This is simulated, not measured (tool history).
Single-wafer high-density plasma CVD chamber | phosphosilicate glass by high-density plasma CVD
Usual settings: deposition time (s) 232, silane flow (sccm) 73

run   hour  deposition time (s)  silane flow (sccm)  read-back reference wafer on the same gauge, thickness_nm  mean film thickness on the monitor wafer (Å)
  1      0                  222                  83                                                   1934.733                                      18092.87
  2   41.3                  222                  83                                                   1942.232                                      18007.23
  3   65.4                  195                  73                                                   1941.387                                      14237.01
  4  113.6                  232                  73                                                   1945.194                                      16945.41
  5  183.9                  232                  73                                                    1948.29                                      16881.01
  6  231.7                  232                  73                                                     1951.5                                      16911.59
  7    339                  232                  73                                                   1951.449                                      16913.39
  8  406.4                  232                  63                                                   1950.742                                      14809.93
     410.9  -- gauge calibrated
  9  444.6                  232                  63                                                   1886.371                                      14291.14
 10  513.2                  232                  73                                                   1899.503                                      16463.72
 11  539.3                  222                  83                                                   1902.709                                      17855.66
     551.4  -- silane flow controller replaced
 12  593.4                  273                  82                                                   1909.099                                       21831.2
 13    635                  216                  65                                                   1917.542                                      13952.14
 14  659.1                  188                  68                                                   1917.987                                      12644.73
 15  710.5                  273                  81                                                   1924.866                                      21663.13
 16  752.3                  218                  59                                                   1926.937                                      12942.59
 17  792.4                  260                  66                                                   1928.881                                      17030.64
 18  826.7                  195                  73                                                   1931.672                                      14075.46
 19  878.5                  232                  81                                                   1932.574                                      18430.43
 20  903.6                  270                  60                                                   1933.259                                      16304.59
 21  968.7                  261                  80                                                     1937.9                                      20498.87

Forecast each of these 3 alternatives for the next run:
  A  969.2                  232                  80                                                          ?                                             ?
  B  969.2                  250                  67                                                          ?                                             ?
  C  969.2                  269                  62                                                          ?                                             ?

run  read-back reference wafer on the same gauge, thickness_nm  mean film thickness on the monitor wafer (Å)
  A                                                   1937.365                                      18325.51
  B                                                   1937.365                                      16777.67
  C                                                   1937.365                                       16823.8
Without the tool's hidden state the same runs would have given:
run  mean film thickness on the monitor wafer (Å)
  A                                      17783.81
  B                                      16281.72
  C                                      16326.48
